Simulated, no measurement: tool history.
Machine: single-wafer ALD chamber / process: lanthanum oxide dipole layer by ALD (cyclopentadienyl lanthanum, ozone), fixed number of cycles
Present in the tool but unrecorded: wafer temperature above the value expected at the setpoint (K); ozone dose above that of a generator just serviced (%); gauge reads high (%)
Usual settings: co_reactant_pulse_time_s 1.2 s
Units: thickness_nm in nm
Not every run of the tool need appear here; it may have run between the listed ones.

run     day  co_reactant_pulse_time_s  wafers since the last listed run  hours since the last thermocouple change  hours since the last ozone generator service  hours since the showerhead was replaced  hours since the gauge calibration  read-back reference wafer on the same gauge, thickness_nm  thickness_nm
  1       0                      1.06                                 0                                    2060.4                                         755.1                                   3781.3                              186.6                                                      0.478         0.499
  2    0.65                       1.2                               383                                      2076                                         770.7                                   3796.9                              202.2                                                      0.478         0.512
  3   1.338                       1.2                               405                                    2092.5                                         787.2                                   3813.4                              218.7                                                      0.478         0.511
  4   1.971                       1.2                               373                                    2107.7                                         802.4                                   3828.6                              233.9                                                      0.478          0.51
  5   3.083                      1.01                               656                                    2134.4                                         829.1                                   3855.3                              260.6                                                      0.478         0.493
      3.717  -- ozone generator serviced
  6   3.738                      1.01                               189                                    2150.1                                           0.5                                     3871                              276.3                                                      0.478         0.494
  7   3.996                      1.01                               152                                    2156.3                                           6.7                                   3877.2                              282.5                                                      0.478         0.491
  8   5.012                      1.44                               599                                    2180.7                                          31.1                                   3901.6                              306.9                                                      0.478         0.527
  9   5.321                       1.2                               181                                    2188.1                                          38.5                                     3909                              314.3                                                      0.478         0.511
 10   6.004                       1.2                               403                                    2204.5                                          54.9                                   3925.4                              330.7                                                      0.478         0.512
 11   6.425                       1.2                               248                                    2214.6                                            65                                   3935.5                              340.8                                                      0.478         0.512
 12   6.883                       1.2                               270                                    2225.6                                            76                                   3946.5                              351.8                                                      0.478         0.511
 13   7.217                       1.2                               196                                    2233.6                                            84                                   3954.5                              359.8                                                      0.478         0.511
      7.567  -- thermocouple changed; heater temperature recalibrated
 14   7.704                       1.2                                90                                       3.3                                          95.7                                   3966.2                              371.5                                                      0.478         0.514
 15   8.012                      0.91                               181                                      10.7                                         103.1                                   3973.6                              378.9                                                      0.478          0.48
 16   8.542                      1.44                               312                                      23.4                                         115.8                                   3986.3                              391.6                                                      0.478         0.526
 17   9.233                      0.76                               408                                        40                                         132.4                                   4002.9                              408.2                                                      0.478         0.454
      9.688  -- showerhead replaced
 18   9.708                       1.2                                83                                      51.4                                         143.8                                      0.5                              419.6                                                      0.478          0.51
 19  10.192                      1.54                               285                                        63                                         155.4                                     12.1                              431.2                                                      0.478         0.533
 20  10.762                      1.38                               336                                      76.7                                         169.1                                     25.8                              444.9                                                      0.478         0.522
 21  11.158                      0.84                               233                                      86.2                                         178.6                                     35.3                              454.4                                                      0.478         0.466
 22  11.429                       1.2                               159                                      92.7                                         185.1                                     41.8                              460.9                                                      0.478         0.512
 23  12.158                       1.4                               430                                     110.2                                         202.6                                     59.3                              478.4                                                      0.478         0.526
     12.475  -- gauge calibrated
 24  12.833                       1.2                               398                                     126.4                                         218.8                                     75.5                                8.6                                                      0.478          0.51
 25  13.112                      1.47                               164                                     133.1                                         225.5                                     82.2                               15.3                                                      0.478          0.53
 26  13.804                      1.49                               408                                     149.7                                         242.1                                     98.8                               31.9                                                      0.478         0.531
 27  14.171                      1.41                               216                                     158.5                                         250.9                                    107.6                               40.7                                                      0.478         0.526
 28  14.833                      1.62                               390                                     174.4                                         266.8                                    123.5                               56.6                                                      0.478         0.539
 29  15.317                      1.37                               285                                       186                                         278.4                                    135.1                               68.2                                                      0.478         0.524
 30  15.717                       1.2                               235                                     195.6                                           288                                    144.7                               77.8                                                      0.478         0.509
 31  15.996                      1.32                               164                                     202.3                                         294.7                                    151.4                               84.5                                                      0.478         0.519
 32  16.688                       1.2                               408                                     218.9                                         311.3                                      168                              101.1                                                      0.478         0.511
 33  17.246                      0.72                               329                                     232.3                                         324.7                                    181.4                              114.5                                                      0.478         0.448
 34  17.858                      0.83                               361                                       247                                         339.4                                    196.1                              129.2                                                      0.478         0.471
 35  18.392                      0.73                               314                                     259.8                                         352.2                                    208.9                                142                                                      0.478         0.449
 36  18.767                       1.2                               221                                     268.8                                         361.2                                    217.9                                151                                                      0.478         0.511

Consider 3 possible next runs. They are alternatives, not a sequence: every one starts from the tool as it was left by run 36. What does each give?
  A  18.783                      0.99                                 9                                     269.2                                         361.6                                    218.3                              151.4                                                          ?             ?
  B  18.783                      1.59                                 9                                     269.2                                         361.6                                    218.3                              151.4                                                          ?             ?
  C  18.783                      1.51                                 9                                     269.2                                         361.6                                    218.3                              151.4                                                          ?             ?

run  read-back reference wafer on the same gauge, thickness_nm  thickness_nm
  A                                                      0.478         0.491
  B                                                      0.478         0.537
  C                                                      0.478         0.533
Without the tool's hidden state the same runs would have given:
run  thickness_nm
  A         0.491
  B         0.537
  C         0.533
